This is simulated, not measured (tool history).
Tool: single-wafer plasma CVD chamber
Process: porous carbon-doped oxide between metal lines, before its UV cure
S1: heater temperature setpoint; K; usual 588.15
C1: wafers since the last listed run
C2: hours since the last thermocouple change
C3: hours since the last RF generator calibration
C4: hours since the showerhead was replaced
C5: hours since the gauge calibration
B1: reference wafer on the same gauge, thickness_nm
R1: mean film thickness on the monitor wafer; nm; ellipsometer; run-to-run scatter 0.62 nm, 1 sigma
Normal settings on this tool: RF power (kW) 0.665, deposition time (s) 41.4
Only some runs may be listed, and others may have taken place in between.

run 1 hour=0.0 | S1=588.15 RF_power_(kW)=0.665 deposition_time_(s)=46.0 | C1=0 C2=2916.0 C3=899.2 C4=2922.4 C5=184.0 | B1=216.984 | R1=246.193
run 2 hour=9.4 | S1=588.15 RF_power_(kW)=0.665 deposition_time_(s)=46.0 | C1=163 C2=2925.4 C3=908.6 C4=2931.8 C5=193.4 | B1=217.097 | R1=244.379
run 3 hour=21.9 | S1=588.15 RF_power_(kW)=0.665 deposition_time_(s)=47.6 | C1=217 C2=2937.9 C3=921.1 C4=2944.3 C5=205.9 | B1=216.908 | R1=254.554
run 4 hour=28.4 | S1=588.15 RF_power_(kW)=0.665 deposition_time_(s)=47.6 | C1=112 C2=2944.4 C3=927.6 C4=2950.8 C5=212.4 | B1=216.968 | R1=252.378
run 5 hour=40.6 | S1=588.15 RF_power_(kW)=0.665 deposition_time_(s)=45.8 | C1=211 C2=2956.6 C3=939.8 C4=2963.0 C5=224.6 | B1=217.106 | R1=244.391
run 6 hour=57.8 | S1=588.15 RF_power_(kW)=0.665 deposition_time_(s)=45.8 | C1=298 C2=2973.8 C3=957.0 C4=2980.2 C5=241.8 | B1=216.993 | R1=243.598
run 7 hour=68.3 | S1=588.15 RF_power_(kW)=0.665 deposition_time_(s)=41.4 | C1=182 C2=2984.3 C3=967.5 C4=2990.7 C5=252.3 | B1=216.809 | R1=220.397
run 8 hour=84.6 | S1=588.15 RF_power_(kW)=0.665 deposition_time_(s)=41.4 | C1=283 C2=3000.6 C3=983.8 C4=3007.0 C5=268.6 | B1=217.135 | R1=221.194
run 9 hour=99.9 | S1=588.15 RF_power_(kW)=0.665 deposition_time_(s)=41.4 | C1=265 C2=3015.9 C3=999.1 C4=3022.3 C5=283.9 | B1=216.924 | R1=220.972
run 10 hour=115.0 | S1=598.15 RF_power_(kW)=0.665 deposition_time_(s)=41.4 | C1=262 C2=3031.0 C3=1014.2 C4=3037.4 C5=299.0 | B1=216.959 | R1=209.791
-- hour=117.2 gauge calibrated
-- hour=130.4 thermocouple changed; heater temperature recalibrated
run 11 hour=130.9 | S1=598.15 RF_power_(kW)=0.665 deposition_time_(s)=41.4 | C1=137 C2=0.5 C3=1030.1 C4=3053.3 C5=13.7 | B1=217.153 | R1=208.850
run 12 hour=145.0 | S1=598.15 RF_power_(kW)=0.665 deposition_time_(s)=41.4 | C1=244 C2=14.6 C3=1044.2 C4=3067.4 C5=27.8 | B1=216.844 | R1=209.057
run 13 hour=160.0 | S1=588.15 RF_power_(kW)=0.665 deposition_time_(s)=41.4 | C1=260 C2=29.6 C3=1059.2 C4=3082.4 C5=42.8 | B1=216.836 | R1=221.003
run 14 hour=176.0 | S1=588.15 RF_power_(kW)=0.665 deposition_time_(s)=41.4 | C1=277 C2=45.6 C3=1075.2 C4=3098.4 C5=58.8 | B1=216.815 | R1=220.775
run 15 hour=185.8 | S1=598.15 RF_power_(kW)=0.700 deposition_time_(s)=37.8 | C1=170 C2=55.4 C3=1085.0 C4=3108.2 C5=68.6 | B1=216.993 | R1=196.532
run 16 hour=199.3 | S1=600.15 RF_power_(kW)=0.665 deposition_time_(s)=35.0 | C1=234 C2=68.9 C3=1098.5 C4=3121.7 C5=82.1 | B1=216.798 | R1=174.434
run 17 hour=209.2 | S1=576.15 RF_power_(kW)=0.665 deposition_time_(s)=34.2 | C1=171 C2=78.8 C3=1108.4 C4=3131.6 C5=92.0 | B1=217.200 | R1=194.558
run 18 hour=225.6 | S1=588.15 RF_power_(kW)=0.665 deposition_time_(s)=47.6 | C1=284 C2=95.2 C3=1124.8 C4=3148.0 C5=108.4 | B1=216.905 | R1=250.152
run 19 hour=233.5 | S1=588.15 RF_power_(kW)=0.665 deposition_time_(s)=41.4 | C1=137 C2=103.1 C3=1132.7 C4=3155.9 C5=116.3 | B1=217.135 | R1=220.476
run 20 hour=239.8 | S1=584.15 RF_power_(kW)=0.775 deposition_time_(s)=41.4 | C1=109 C2=109.4 C3=1139.0 C4=3162.2 C5=122.6 | B1=216.973 | R1=245.448
-- hour=251.7 showerhead replaced
run 21 hour=257.6 | S1=600.15 RF_power_(kW)=0.665 deposition_time_(s)=35.0 | C1=170 C2=127.2 C3=1156.8 C4=5.9 C5=140.4 | B1=216.846 | R1=175.019
run 22 hour=264.5 | S1=588.15 RF_power_(kW)=0.790 deposition_time_(s)=41.4 | C1=119 C2=134.1 C3=1163.7 C4=12.8 C5=147.3 | B1=216.801 | R1=242.501
-- hour=272.6 RF generator calibrated
run 23 hour=277.9 | S1=596.15 RF_power_(kW)=0.765 deposition_time_(s)=47.4 | C1=93 C2=147.5 C3=5.3 C4=26.2 C5=160.7 | B1=216.976 | R1=274.564
run 24 hour=295.1 | S1=601.15 RF_power_(kW)=0.790 deposition_time_(s)=34.0 | C1=298 C2=164.7 C3=22.5 C4=43.4 C5=177.9 | B1=217.010 | R1=196.203
run 25 hour=309.3 | S1=588.15 RF_power_(kW)=0.665 deposition_time_(s)=41.4 | C1=246 C2=178.9 C3=36.7 C4=57.6 C5=192.1 | B1=216.993 | R1=229.240
run 26 hour=324.8 | S1=588.15 RF_power_(kW)=0.735 deposition_time_(s)=34.1 | C1=269 C2=194.4 C3=52.2 C4=73.1 C5=207.6 | B1=216.933 | R1=201.362
run 27 hour=341.1 | S1=577.15 RF_power_(kW)=0.750 deposition_time_(s)=38.4 | C1=283 C2=210.7 C3=68.5 C4=89.4 C5=223.9 | B1=217.055 | R1=242.135
run 28 hour=347.9 | S1=588.15 RF_power_(kW)=0.665 deposition_time_(s)=44.8 | C1=118 C2=217.5 C3=75.3 C4=96.2 C5=230.7 | B1=217.003 | R1=248.075

Forecast each of these 3 alternatives for the next run:
run A hour=348.3 | S1=588.15 RF_power_(kW)=0.665 deposition_time_(s)=41.4 | C1=6 C2=217.9 C3=75.7 C4=96.6 C5=231.1 | B1=? | R1=?
run B hour=348.3 | S1=588.15 RF_power_(kW)=0.785 deposition_time_(s)=41.4 | C1=6 C2=217.9 C3=75.7 C4=96.6 C5=231.1 | B1=? | R1=?
run C hour=348.3 | S1=581.15 RF_power_(kW)=0.560 deposition_time_(s)=36.9 | C1=6 C2=217.9 C3=75.7 C4=96.6 C5=231.1 | B1=? | R1=?

run=A B1=217.122 R1=229.370
run=B B1=217.122 R1=252.798
run=C B1=217.122 R1=192.686
What these runs would have given with no unlogged condition in the tool:
run=A R1=230.386
run=B R1=253.918
run=C R1=193.553

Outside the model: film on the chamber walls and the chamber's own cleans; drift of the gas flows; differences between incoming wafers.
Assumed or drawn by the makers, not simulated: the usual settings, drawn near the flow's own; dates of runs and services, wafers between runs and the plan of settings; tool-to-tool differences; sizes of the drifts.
